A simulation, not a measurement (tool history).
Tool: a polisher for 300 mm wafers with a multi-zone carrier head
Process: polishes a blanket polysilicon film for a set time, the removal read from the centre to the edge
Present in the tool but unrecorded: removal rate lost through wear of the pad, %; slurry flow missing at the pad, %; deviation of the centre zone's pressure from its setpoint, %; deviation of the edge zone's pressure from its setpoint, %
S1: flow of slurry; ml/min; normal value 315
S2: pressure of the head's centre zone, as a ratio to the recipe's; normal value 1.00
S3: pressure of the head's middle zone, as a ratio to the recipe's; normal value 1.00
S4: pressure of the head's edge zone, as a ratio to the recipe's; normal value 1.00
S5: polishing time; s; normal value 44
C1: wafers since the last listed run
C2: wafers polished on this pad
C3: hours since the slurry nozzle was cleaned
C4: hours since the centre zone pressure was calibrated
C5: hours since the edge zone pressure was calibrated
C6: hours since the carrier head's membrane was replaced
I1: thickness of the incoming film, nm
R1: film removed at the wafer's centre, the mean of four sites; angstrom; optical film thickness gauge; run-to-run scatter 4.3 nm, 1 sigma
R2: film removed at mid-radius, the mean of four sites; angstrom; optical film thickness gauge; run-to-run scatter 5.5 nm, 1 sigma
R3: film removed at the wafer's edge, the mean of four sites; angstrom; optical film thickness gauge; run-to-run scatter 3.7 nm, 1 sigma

Run 1, hour 0.0: usual settings but S3 1.08; C1 0; C2 2556; C3 912.2; C4 283.7; C5 145.9; C6 262.9; I1 973.0. Result: R1 3211 angstrom, R2 3591 angstrom, R3 3656 angstrom.
At hour 92.0: slurry nozzle cleaned.
Run 2, hour 141.0: usual settings but S3 1.09; C1 1453; C2 4010; C3 49.0; C4 424.7; C5 286.9; C6 403.9; I1 977.6. Result: R1 3498 angstrom, R2 3935 angstrom, R3 3853 angstrom.
Run 3, hour 181.0: usual settings but S3 1.09; C1 415; C2 4426; C3 89.0; C4 464.7; C5 326.9; C6 443.9; I1 963.0. Result: R1 3497 angstrom, R2 3961 angstrom, R3 3882 angstrom.
Run 4, hour 231.0: usual settings; C1 519; C2 4945; C3 139.0; C4 514.7; C5 376.9; C6 493.9; I1 959.8. Result: R1 3484 angstrom, R2 3683 angstrom, R3 3846 angstrom.
At hour 235.6: centre zone pressure recalibrated.
At hour 317.6: worn pad replaced by a new one.
Run 5, hour 375.4: usual settings but S5 35 s; C1 1437; C2 600; C3 283.4; C4 139.8; C5 521.3; C6 638.3; I1 964.3. Result: R1 2768 angstrom, R2 2799 angstrom, R3 2982 angstrom.
Run 6, hour 423.8: usual settings but S2 0.92, S3 1.07, S5 54 s; C1 502; C2 1103; C3 331.8; C4 188.2; C5 569.7; C6 686.7; I1 979.3. Result: R1 3869 angstrom, R2 4541 angstrom, R3 4584 angstrom.
Run 7, hour 490.6: usual settings but S2 1.10; C1 693; C2 1796; C3 398.6; C4 255.0; C5 636.5; C6 753.5; I1 955.8. Result: R1 3685 angstrom, R2 3559 angstrom, R3 3819 angstrom.
Run 8, hour 596.2: usual settings but S2 1.04; C1 1096; C2 2893; C3 504.2; C4 360.6; C5 742.1; C6 859.1; I1 953.8. Result: R1 3374 angstrom, R2 3629 angstrom, R3 3680 angstrom.
Run 9, hour 704.1: usual settings but S3 0.94; C1 1120; C2 4013; C3 612.1; C4 468.5; C5 850.0; C6 967.0; I1 978.1. Result: R1 3217 angstrom, R2 3320 angstrom, R3 3653 angstrom.
Run 10, hour 809.4: usual settings; C1 1093; C2 5107; C3 717.4; C4 573.8; C5 955.3; C6 1072.3; I1 971.6. Result: R1 3144 angstrom, R2 3508 angstrom, R3 3733 angstrom.
At hour 816.2: centre zone pressure recalibrated.
At hour 863.0: worn pad replaced by a new one.
At hour 872.3: carrier head's membrane replaced by a new one.
Run 11, hour 898.3: usual settings but S1 410 ml/min, S2 0.93, S3 1.08, S4 1.04; C1 808; C2 314; C3 806.3; C4 82.1; C5 1044.2; C6 26.0; I1 975.7. Result: R1 3320 angstrom, R2 3828 angstrom, R3 3856 angstrom.
At hour 914.8: edge zone pressure recalibrated.
At hour 925.4: slurry nozzle cleaned.
Run 12, hour 936.3: usual settings but S1 245 ml/min; C1 363; C2 678; C3 10.9; C4 120.1; C5 21.5; C6 64.0; I1 992.7. Result: R1 3643 angstrom, R2 3622 angstrom, R3 3804 angstrom.
Run 13, hour 973.5: usual settings but S1 220 ml/min, S2 0.92, S5 56 s; C1 386; C2 1064; C3 48.1; C4 157.3; C5 58.7; C6 101.2; I1 992.7. Result: R1 4016 angstrom, R2 4538 angstrom, R3 4726 angstrom.
Run 14, hour 1033.6: usual settings but S4 1.07; C1 624; C2 1688; C3 108.2; C4 217.4; C5 118.8; C6 161.3; I1 969.8. Result: R1 3508 angstrom, R2 3743 angstrom, R3 3934 angstrom.
Run 15, hour 1109.4: usual settings but S2 0.91, S3 0.91, S4 1.12, S5 38 s; C1 787; C2 2475; C3 184.0; C4 293.2; C5 194.6; C6 237.1; I1 948.0. Result: R1 2721 angstrom, R2 2997 angstrom, R3 3458 angstrom.
Run 16, hour 1157.5: usual settings; C1 499; C2 2975; C3 232.1; C4 341.3; C5 242.7; C6 285.2; I1 979.0. Result: R1 3487 angstrom, R2 3594 angstrom, R3 3811 angstrom.
Run 17, hour 1229.6: usual settings; C1 748; C2 3723; C3 304.2; C4 413.4; C5 314.8; C6 357.3; I1 965.8. Result: R1 3410 angstrom, R2 3601 angstrom, R3 3783 angstrom.
At hour 1287.5: centre zone pressure recalibrated.
Run 18, hour 1301.5: usual settings; C1 725; C2 4449; C3 376.1; C4 14.0; C5 386.7; C6 429.2; I1 969.7. Result: R1 3713 angstrom, R2 3562 angstrom, R3 3676 angstrom.

What does the tool deliver on the next run?
Run 19, hour 1384.7: usual settings but S2 1.05, S3 0.90, S5 37 s; C1 863; C2 5313; C3 459.3; C4 97.2; C5 469.9; C6 512.4; I1 968.2. Result: R1 ?, R2 ?, R3 ?.

R1: 3088 angstrom
R2: 2753 angstrom
R3: 3079 angstrom
Minus the tool's unlogged condition, the same run would have read R1 3388 angstrom, R2 2928 angstrom, R3 3226 angstrom.

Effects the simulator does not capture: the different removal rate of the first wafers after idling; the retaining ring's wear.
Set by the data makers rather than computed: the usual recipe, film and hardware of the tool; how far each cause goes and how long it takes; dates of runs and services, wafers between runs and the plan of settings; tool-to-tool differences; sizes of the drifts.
